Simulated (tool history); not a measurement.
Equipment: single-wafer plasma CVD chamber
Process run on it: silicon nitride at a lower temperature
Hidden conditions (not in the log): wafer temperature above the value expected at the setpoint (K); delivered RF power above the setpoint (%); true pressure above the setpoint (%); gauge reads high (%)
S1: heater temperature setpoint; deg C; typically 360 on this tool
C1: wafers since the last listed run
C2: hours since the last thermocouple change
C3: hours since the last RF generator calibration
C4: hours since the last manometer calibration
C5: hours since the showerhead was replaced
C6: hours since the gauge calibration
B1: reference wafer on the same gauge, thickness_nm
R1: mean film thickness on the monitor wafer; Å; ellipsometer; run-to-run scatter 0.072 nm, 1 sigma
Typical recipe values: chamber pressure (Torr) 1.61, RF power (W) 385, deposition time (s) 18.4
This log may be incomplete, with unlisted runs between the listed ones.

Run 1, hour 0: usual settings; C1 0; C2 1963.4; C3 826.2; C4 2352.3; C5 8495; C6 131.2; B1 23.491. Result: R1 241.9 Å.
Run 2, hour 32: usual settings; C1 665; C2 1995.4; C3 858.2; C4 2384.3; C5 8527; C6 163.2; B1 23.491. Result: R1 242.06 Å.
Run 3, hour 56.7: usual settings; C1 513; C2 2020.1; C3 882.9; C4 2409; C5 8551.7; C6 187.9; B1 23.51. Result: R1 241.15 Å.
Run 4, hour 72.9: usual settings; C1 336; C2 2036.3; C3 899.1; C4 2425.2; C5 8567.9; C6 204.1; B1 23.506. Result: R1 241.28 Å.
Run 5, hour 90.3: usual settings; C1 361; C2 2053.7; C3 916.5; C4 2442.6; C5 8585.3; C6 221.5; B1 23.476. Result: R1 241.24 Å.
Run 6, hour 109: usual settings; C1 388; C2 2072.4; C3 935.2; C4 2461.3; C5 8604; C6 240.2; B1 23.476. Result: R1 240.52 Å.
Run 7, hour 121.2: usual settings; C1 253; C2 2084.6; C3 947.4; C4 2473.5; C5 8616.2; C6 252.4; B1 23.501. Result: R1 241.49 Å.
Run 8, hour 147.6: usual settings; C1 549; C2 2111; C3 973.8; C4 2499.9; C5 8642.6; C6 278.8; B1 23.487. Result: R1 241.59 Å.
At hour 173.8: gauge calibrated.
At hour 182: thermocouple changed; heater temperature recalibrated.
Run 9, hour 182.5: usual settings; C1 559; C2 0.5; C3 1008.7; C4 2534.8; C5 8677.5; C6 8.7; B1 23.489. Result: R1 239.69 Å.
At hour 219.9: showerhead replaced.
Run 10, hour 220.4: usual settings; C1 621; C2 38.4; C3 1046.6; C4 2572.7; C5 0.5; C6 46.6; B1 23.498. Result: R1 241.12 Å.
At hour 288.7: capacitance manometer re-zeroed and calibrated.
Run 11, hour 289.2: usual settings but S1 355 deg C, chamber pressure (Torr) 1.32, deposition time (s) 19.4; C1 1264; C2 107.2; C3 1115.4; C4 0.5; C5 69.3; C6 115.4; B1 23.479. Result: R1 244.37 Å.

Run 12 comes next. What will it give?
Run 12, hour 297.9: usual settings; C1 180; C2 115.9; C3 1124.1; C4 9.2; C5 78; C6 124.1; B1 ?. Result: R1 ?.

Run 12 came out at B1 23.499, R1 240.3 Å.
With no hidden state in the tool, this same run would have given R1 250.66 Å.
